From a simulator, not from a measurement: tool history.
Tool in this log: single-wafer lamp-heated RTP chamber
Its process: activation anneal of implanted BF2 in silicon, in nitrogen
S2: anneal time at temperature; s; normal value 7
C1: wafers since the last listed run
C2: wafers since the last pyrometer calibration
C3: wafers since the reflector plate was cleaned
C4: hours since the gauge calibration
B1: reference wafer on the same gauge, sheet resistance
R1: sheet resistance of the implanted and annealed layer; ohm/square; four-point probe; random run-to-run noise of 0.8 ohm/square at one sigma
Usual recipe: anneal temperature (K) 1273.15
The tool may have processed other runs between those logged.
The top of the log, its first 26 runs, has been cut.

Run 27, hour 417.4: usual settings but anneal temperature (K) 1254.15; C1 98; C2 193; C3 2662; C4 166.5; B1 166.93. Result: R1 194.46 ohm/square.
Run 28, hour 434.1: usual settings but anneal temperature (K) 1299.15, S2 11 s; C1 204; C2 397; C3 2866; C4 183.2; B1 166.94. Result: R1 139.95 ohm/square.
Run 29, hour 448.7: usual settings but anneal temperature (K) 1261.15, S2 3 s; C1 178; C2 575; C3 3044; C4 197.8; B1 166.95. Result: R1 194.62 ohm/square.
Run 30, hour 456.2: usual settings but S2 4 s; C1 91; C2 667; C3 3136; C4 205.3; B1 167.04. Result: R1 179.81 ohm/square.
Run 31, hour 474.1: usual settings but anneal temperature (K) 1264.15, S2 3 s; C1 218; C2 886; C3 3354; C4 223.2; B1 166.99. Result: R1 190.66 ohm/square.
Run 32, hour 482.9: usual settings but anneal temperature (K) 1300.15, S2 10 s; C1 107; C2 993; C3 3462; C4 232; B1 166.95. Result: R1 139.6 ohm/square.
At hour 494.8: reflector plate cleaned.
Run 33, hour 495.3: usual settings but anneal temperature (K) 1246.15, S2 4 s; C1 53; C2 1047; C3 6; C4 244.4; B1 167.05. Result: R1 208.25 ohm/square.
Run 34, hour 498.4: usual settings but anneal temperature (K) 1296.15, S2 6 s; C1 37; C2 1085; C3 44; C4 247.5; B1 167.09. Result: R1 152.63 ohm/square.
Run 35, hour 515: usual settings but anneal temperature (K) 1300.15, S2 10 s; C1 202; C2 1288; C3 247; C4 264.1; B1 167.06. Result: R1 140.36 ohm/square.
Run 36, hour 522.1: usual settings; C1 86; C2 1374; C3 334; C4 271.2; B1 167.01. Result: R1 171.11 ohm/square.
Run 37, hour 531.2: usual settings but anneal temperature (K) 1282.15, S2 11 s; C1 111; C2 1486; C3 445; C4 280.3; B1 167.16. Result: R1 155.73 ohm/square.
Run 38, hour 537.5: usual settings but anneal temperature (K) 1288.15, S2 5 s; C1 76; C2 1563; C3 522; C4 286.6; B1 167.11. Result: R1 162.51 ohm/square.

Each row is a separate what-if for the run after 38, all from the same tool condition, not one after another. Results?
Run A, hour 537.9: usual settings; C1 4; C2 1568; C3 527; C4 287; B1 ?. Result: R1 ?.
Run B, hour 537.9: usual settings but anneal temperature (K) 1283.15, S2 3 s; C1 4; C2 1568; C3 527; C4 287; B1 ?. Result: R1 ?.
Run C, hour 537.9: usual settings but anneal temperature (K) 1299.15; C1 4; C2 1568; C3 527; C4 287; B1 ?. Result: R1 ?.

run      B1      R1
  A  166.96  172.15
  B  166.96  173.45
  C  166.96  147.36
With no hidden state in the tool, these same runs would have given:
run      R1
  A  173.52
  B  174.56
  C  148.51
